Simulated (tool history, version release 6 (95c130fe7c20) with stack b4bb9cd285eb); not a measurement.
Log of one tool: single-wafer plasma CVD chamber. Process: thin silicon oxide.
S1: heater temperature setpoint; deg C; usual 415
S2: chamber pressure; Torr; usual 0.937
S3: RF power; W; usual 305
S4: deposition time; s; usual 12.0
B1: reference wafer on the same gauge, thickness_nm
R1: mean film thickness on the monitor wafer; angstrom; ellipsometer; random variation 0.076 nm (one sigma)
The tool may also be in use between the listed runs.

{"run": 1, "hour": 0.0, "S1": 415, "S2": 0.937, "S3": 305, "S4": 12.0, "B1": 27.542, "R1": 231.03}
{"run": 2, "hour": 49.9, "S1": 415, "S2": 0.937, "S3": 305, "S4": 12.0, "B1": 27.513, "R1": 231.09}
{"run": 3, "hour": 125.7, "S1": 415, "S2": 0.937, "S3": 305, "S4": 12.0, "B1": 27.493, "R1": 230.81}
{"run": 4, "hour": 217.9, "S1": 415, "S2": 0.937, "S3": 305, "S4": 12.0, "B1": 27.488, "R1": 228.87}
{"run": 5, "hour": 270.4, "S1": 415, "S2": 0.937, "S3": 305, "S4": 12.0, "B1": 27.499, "R1": 230.47}
{"run": 6, "hour": 337.5, "S1": 415, "S2": 0.937, "S3": 305, "S4": 12.0, "B1": 27.502, "R1": 230.2}
{"run": 7, "hour": 419.7, "S1": 415, "S2": 0.937, "S3": 305, "S4": 12.0, "B1": 27.492, "R1": 228.67}
{"run": 8, "hour": 495.6, "S1": 415, "S2": 0.937, "S3": 305, "S4": 12.0, "B1": 27.515, "R1": 229.64}
{"run": 9, "hour": 543.2, "S1": 415, "S2": 0.937, "S3": 305, "S4": 10.7, "B1": 27.506, "R1": 202.41}
{"run": 10, "hour": 624.1, "S1": 415, "S2": 0.937, "S3": 305, "S4": 10.7, "B1": 27.514, "R1": 204.5}
{"hour": 660.8, "done": "RF generator calibrated"}
{"run": 11, "hour": 693.7, "S1": 415, "S2": 0.937, "S3": 305, "S4": 10.5, "B1": 27.498, "R1": 203.55}
{"hour": 726.7, "done": "capacitance manometer re-zeroed and calibrated"}
{"run": 12, "hour": 733.9, "S1": 415, "S2": 0.937, "S3": 305, "S4": 10.5, "B1": 27.485, "R1": 203.34}
{"run": 13, "hour": 782.2, "S1": 415, "S2": 0.937, "S3": 305, "S4": 12.0, "B1": 27.516, "R1": 231.69}
{"run": 14, "hour": 821.1, "S1": 415, "S2": 0.937, "S3": 305, "S4": 12.0, "B1": 27.524, "R1": 231.75}
{"run": 15, "hour": 874.2, "S1": 415, "S2": 0.738, "S3": 305, "S4": 12.0, "B1": 27.495, "R1": 181.05}
{"run": 16, "hour": 950.7, "S1": 415, "S2": 0.937, "S3": 305, "S4": 12.0, "B1": 27.508, "R1": 232.29}
{"run": 17, "hour": 1039.2, "S1": 420, "S2": 0.937, "S3": 305, "S4": 12.0, "B1": 27.462, "R1": 230.34}
{"hour": 1045.0, "done": "gauge calibrated"}
{"hour": 1077.8, "done": "showerhead replaced"}
{"run": 18, "hour": 1098.9, "S1": 422, "S2": 1.034, "S3": 260, "S4": 9.9, "B1": 27.499, "R1": 192.53}
{"hour": 1195.5, "done": "thermocouple changed; heater temperature recalibrated"}
{"run": 19, "hour": 1196.0, "S1": 415, "S2": 0.863, "S3": 360, "S4": 12.0, "B1": 27.519, "R1": 230.27}
{"run": 20, "hour": 1263.7, "S1": 429, "S2": 1.076, "S3": 305, "S4": 12.0, "B1": 27.519, "R1": 257.03}
{"run": 21, "hour": 1328.9, "S1": 422, "S2": 1.112, "S3": 305, "S4": 12.0, "B1": 27.492, "R1": 263.42}
{"run": 22, "hour": 1433.1, "S1": 415, "S2": 0.937, "S3": 305, "S4": 13.1, "B1": 27.535, "R1": 253.22}
{"run": 23, "hour": 1509.8, "S1": 424, "S2": 0.937, "S3": 265, "S4": 10.5, "B1": 27.5, "R1": 188.96}
{"run": 24, "hour": 1608.1, "S1": 411, "S2": 1.119, "S3": 305, "S4": 12.0, "B1": 27.487, "R1": 266.78}

3 ways to go on from here, each from the tool as it stands after run 24. What would each give?
{"run": "A", "hour": 1608.5, "S1": 415, "S2": 0.764, "S3": 305, "S4": 12.0, "B1": "?", "R1": "?"}
{"run": "B", "hour": 1608.5, "S1": 404, "S2": 0.937, "S3": 280, "S4": 13.8, "B1": "?", "R1": "?"}
{"run": "C", "hour": 1608.5, "S1": 428, "S2": 0.852, "S3": 270, "S4": 14.1, "B1": "?", "R1": "?"}

run=A B1=27.481 R1=185.35
run=B B1=27.481 R1=255.98
run=C B1=27.481 R1=230.11
Without the tool's hidden state the same runs would have given:
run=A R1=186.47
run=B R1=257.59
run=C R1=231.62
